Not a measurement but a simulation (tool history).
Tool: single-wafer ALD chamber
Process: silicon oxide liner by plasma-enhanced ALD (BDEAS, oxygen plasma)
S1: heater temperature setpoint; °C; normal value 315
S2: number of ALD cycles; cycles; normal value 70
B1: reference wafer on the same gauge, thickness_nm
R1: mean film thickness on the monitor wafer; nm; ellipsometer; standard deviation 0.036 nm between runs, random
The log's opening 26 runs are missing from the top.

| run | hour | S1 | S2 | B1 | R1 |
|---|---|---|---|---|---|
| 27 | 342.9 | 301 | 70 | 5.906 | 6.870 |
| 28 | 357.1 | 315 | 70 | 5.916 | 6.661 |
| 29 | 367.2 | 320 | 75 | 5.930 | 7.117 |
| 30 | 382.1 | 302 | 60 | 5.906 | 5.923 |
| 31 | 390.5 | 315 | 70 | 5.917 | 6.792 |
| 32 | 398.8 | 315 | 70 | 5.931 | 6.710 |
| 33 | 416.2 | 326 | 83 | 5.934 | 7.916 |
| 34 | 424.5 | 304 | 78 | 5.917 | 7.638 |
| 35 | 435.2 | 309 | 66 | 5.921 | 6.389 |
| 36 | 445.7 | 315 | 70 | 5.931 | 6.665 |
| 37 | 456.9 | 307 | 79 | 5.933 | 7.727 |
| 38 | 474.5 | 315 | 70 | 5.918 | 6.777 |
| 39 | 481.7 | 328 | 58 | 5.916 | 5.410 |
| 40 | 496.5 | 307 | 62 | 5.916 | 6.082 |
| 41 | 511.5 | 310 | 65 | 5.932 | 6.238 |
| 42 | 524.7 | 305 | 81 | 5.907 | 7.831 |
| 43 | 535.2 | 330 | 60 | 5.900 | 5.672 |
| 44 | 547.3 | 320 | 63 | 5.930 | 5.969 |
| 45 | 556.0 | 330 | 60 | 5.936 | 5.632 |

3 options for the next run, each taken on its own from the tool as it stands now. Forecast them:
| A | 556.5 | 315 | 70 | ? | ? |
| B | 556.5 | 329 | 59 | ? | ? |
| C | 556.5 | 326 | 70 | ? | ? |

| run | B1 | R1 |
|---|---|---|
| A | 5.920 | 6.750 |
| B | 5.920 | 5.575 |
| C | 5.920 | 6.643 |
Had the tool no hidden state, the same runs would have come out as:
| run | R1 |
|---|---|
| A | 6.750 |
| B | 5.575 |
| C | 6.643 |
